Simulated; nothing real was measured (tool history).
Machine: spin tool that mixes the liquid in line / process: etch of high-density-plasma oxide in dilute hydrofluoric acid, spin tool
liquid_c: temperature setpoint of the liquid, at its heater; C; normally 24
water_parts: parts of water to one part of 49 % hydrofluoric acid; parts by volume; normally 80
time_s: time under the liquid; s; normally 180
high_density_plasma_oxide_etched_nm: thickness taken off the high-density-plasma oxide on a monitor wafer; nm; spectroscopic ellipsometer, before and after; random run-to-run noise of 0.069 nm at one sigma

| run | hour | liquid_c | water_parts | time_s | wafers since the last listed run | hours since the thermometer was replaced | hours since the hydrofluoric acid flow meter was replaced | hours since the gauge calibration | read-back film thickness of the high-density-plasma oxide reference wafer, read on the same gauge (nm) | high_density_plasma_oxide_etched_nm |
|---|---|---|---|---|---|---|---|---|---|---|
| 1 | 0 | 24 | 80 | 180 | 0 | 1030.7 | 941.4 | 73.9 | 70.01 | 12.7 |
| 2 | 48.7 | 24 | 80 | 180 | 413 | 1079.4 | 990.1 | 122.6 | 70.01 | 12.63 |
| 3 | 128.8 | 24 | 80 | 180 | 680 | 1159.5 | 1070.2 | 202.7 | 69.98 | 12.69 |
| 4 | 193.6 | 24 | 80 | 180 | 550 | 1224.3 | 1135 | 267.5 | 69.98 | 12.7 |
| 5 | 363.1 | 24 | 80 | 180 | 1439 | 1393.8 | 1304.5 | 437 | 70.03 | 12.82 |
| 6 | 405 | 24 | 80 | 180 | 355 | 1435.7 | 1346.4 | 478.9 | 69.97 | 12.76 |
|  | 454.9 | thermometer replaced |
| 7 | 512.6 | 24 | 80 | 180 | 905 | 57.7 | 1454 | 586.5 | 69.97 | 12.69 |
| 8 | 566.4 | 24 | 80 | 180 | 456 | 111.5 | 1507.8 | 640.3 | 70.01 | 12.79 |
| 9 | 608.8 | 24 | 80 | 180 | 360 | 153.9 | 1550.2 | 682.7 | 70.01 | 12.77 |
| 10 | 648.3 | 27.5 | 80 | 105 | 335 | 193.4 | 1589.7 | 722.2 | 70.01 | 8.68 |
|  | 731.3 | hydrofluoric acid flow meter replaced |
| 11 | 750.3 | 26.5 | 80 | 120 | 857 | 295.4 | 19 | 824.2 | 70.01 | 9.07 |
|  | 789.5 | gauge calibrated |
| 12 | 830.1 | 28.5 | 100 | 180 | 677 | 375.2 | 98.8 | 40.6 | 69.98 | 11.45 |
| 13 | 867.1 | 24 | 110 | 180 | 314 | 412.2 | 135.8 | 77.6 | 70 | 8.6 |
| 14 | 972.8 | 24 | 80 | 180 | 897 | 517.9 | 241.5 | 183.3 | 69.99 | 12.27 |
| 15 | 1013.3 | 24 | 40 | 245 | 343 | 558.4 | 282 | 223.8 | 70.01 | 35.41 |
| 16 | 1100.5 | 22.5 | 115 | 260 | 740 | 645.6 | 369.2 | 311 | 69.99 | 11.24 |

Consider 5 possible next runs. They are alternatives, not a sequence: every one starts from the tool as it was left by run 16. What does each give?
| A | 1101 | 24 | 80 | 180 | 4 | 646.1 | 369.7 | 311.5 | ? | ? |
| B | 1101 | 24 | 65 | 280 | 4 | 646.1 | 369.7 | 311.5 | ? | ? |
| C | 1101 | 20 | 105 | 265 | 4 | 646.1 | 369.7 | 311.5 | ? | ? |
| D | 1101 | 26.5 | 110 | 180 | 4 | 646.1 | 369.7 | 311.5 | ? | ? |
| E | 1101 | 27 | 95 | 95 | 4 | 646.1 | 369.7 | 311.5 | ? | ? |

| run | read-back film thickness of the high-density-plasma oxide reference wafer, read on the same gauge (nm) | high_density_plasma_oxide_etched_nm |
|---|---|---|
| A | 70.01 | 12.36 |
| B | 70.01 | 24.11 |
| C | 70.01 | 11.44 |
| D | 70.01 | 9.55 |
| E | 70.01 | 6.07 |
Stripped of hidden state, with their random variation kept, the same runs would have yielded:
| run | high_density_plasma_oxide_etched_nm |
|---|---|
| A | 12.14 |
| B | 23.7 |
| C | 11.24 |
| D | 9.38 |
| E | 5.96 |
